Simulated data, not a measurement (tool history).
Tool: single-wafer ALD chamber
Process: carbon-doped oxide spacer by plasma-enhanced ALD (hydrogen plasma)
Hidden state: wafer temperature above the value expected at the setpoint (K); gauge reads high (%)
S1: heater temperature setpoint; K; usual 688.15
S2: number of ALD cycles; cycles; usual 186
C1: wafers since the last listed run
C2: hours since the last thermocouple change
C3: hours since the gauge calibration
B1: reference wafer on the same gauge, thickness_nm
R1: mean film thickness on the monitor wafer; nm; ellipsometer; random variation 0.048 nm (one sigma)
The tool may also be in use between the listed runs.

run,hour,S1,S2,C1,C2,C3,B1,R1
1,0.0,688.15,186,0,1594.9,702.6,7.753,8.953
2,13.5,688.15,186,27,1608.4,716.1,7.766,8.997
# hour 15.3: gauge calibrated
3,44.9,688.15,186,64,1639.8,29.6,7.754,8.916
4,73.9,692.15,210,59,1668.8,58.6,7.760,10.017
5,88.1,677.15,186,29,1683.0,72.8,7.758,9.231
6,101.2,684.15,186,26,1696.1,85.9,7.757,9.010
7,118.0,684.15,186,34,1712.9,102.7,7.760,8.997
8,130.7,688.15,186,25,1725.6,115.4,7.760,8.963
9,155.4,688.15,186,50,1750.3,140.1,7.765,8.917
10,173.6,688.15,186,37,1768.5,158.3,7.772,8.875
11,200.4,688.15,186,54,1795.3,185.1,7.760,8.873
12,224.6,688.15,186,49,1819.5,209.3,7.756,8.866
13,254.0,688.15,186,60,1848.9,238.7,7.752,8.960
14,266.1,688.15,186,24,1861.0,250.8,7.763,8.999
15,292.2,688.15,186,53,1887.1,276.9,7.752,8.884
16,311.3,688.15,186,39,1906.2,296.0,7.770,8.926
17,378.3,688.15,186,137,1973.2,363.0,7.760,8.998
18,399.1,688.15,186,42,1994.0,383.8,7.750,9.001
19,420.3,688.15,186,43,2015.2,405.0,7.759,8.963
# hour 436.1: thermocouple changed; heater temperature recalibrated
20,451.6,688.15,186,47,15.5,436.3,7.757,8.956
21,463.7,688.15,186,24,27.6,448.4,7.762,8.933
22,496.7,688.15,186,67,60.6,481.4,7.761,8.943
23,531.3,688.15,186,70,95.2,516.0,7.765,9.001
24,586.3,678.15,213,112,150.2,571.0,7.757,10.572
25,614.9,681.15,210,58,178.8,599.6,7.771,10.211
26,640.6,678.15,186,52,204.5,625.3,7.774,9.248
27,666.1,688.15,186,52,230.0,650.8,7.754,8.918
28,697.6,688.15,166,64,261.5,682.3,7.755,7.900
29,722.5,680.15,150,50,286.4,707.2,7.747,7.405
30,757.8,699.15,172,72,321.7,742.5,7.746,8.027
31,787.5,688.15,186,60,351.4,772.2,7.754,9.024
32,819.0,702.15,223,64,382.9,803.7,7.756,10.327
33,835.1,681.15,223,32,399.0,819.8,7.759,10.909
34,857.1,688.15,186,44,421.0,841.8,7.762,8.931
# hour 861.6: gauge calibrated
35,937.8,677.15,186,165,501.7,76.2,7.757,9.282
36,957.4,688.15,186,40,521.3,95.8,7.758,8.932
37,972.1,694.15,206,30,536.0,110.5,7.752,9.829
38,1001.7,679.15,211,60,565.6,140.1,7.757,10.493
39,1035.5,694.15,223,69,599.4,173.9,7.758,10.580
40,1062.0,702.15,202,54,625.9,200.4,7.762,9.375
41,1076.6,688.15,186,29,640.5,215.0,7.767,8.897
42,1090.5,676.15,186,28,654.4,228.9,7.760,9.268
43,1109.1,683.15,165,38,673.0,247.5,7.759,8.073
44,1128.6,698.15,159,39,692.5,267.0,7.755,7.430
45,1146.1,688.15,205,35,710.0,284.5,7.761,9.897

Hidden state at the last listed run before each entry between runs and at the first one after, where it differs:
Between runs 2 and 3: gauge calibrated (hour 15.3)
  no hidden state differs between the two runs
Between runs 19 and 20: thermocouple changed; heater temperature recalibrated (hour 436.1)
  no hidden state differs between the two runs
Between runs 34 and 35: gauge calibrated (hour 861.6)
  no hidden state differs between the two runs

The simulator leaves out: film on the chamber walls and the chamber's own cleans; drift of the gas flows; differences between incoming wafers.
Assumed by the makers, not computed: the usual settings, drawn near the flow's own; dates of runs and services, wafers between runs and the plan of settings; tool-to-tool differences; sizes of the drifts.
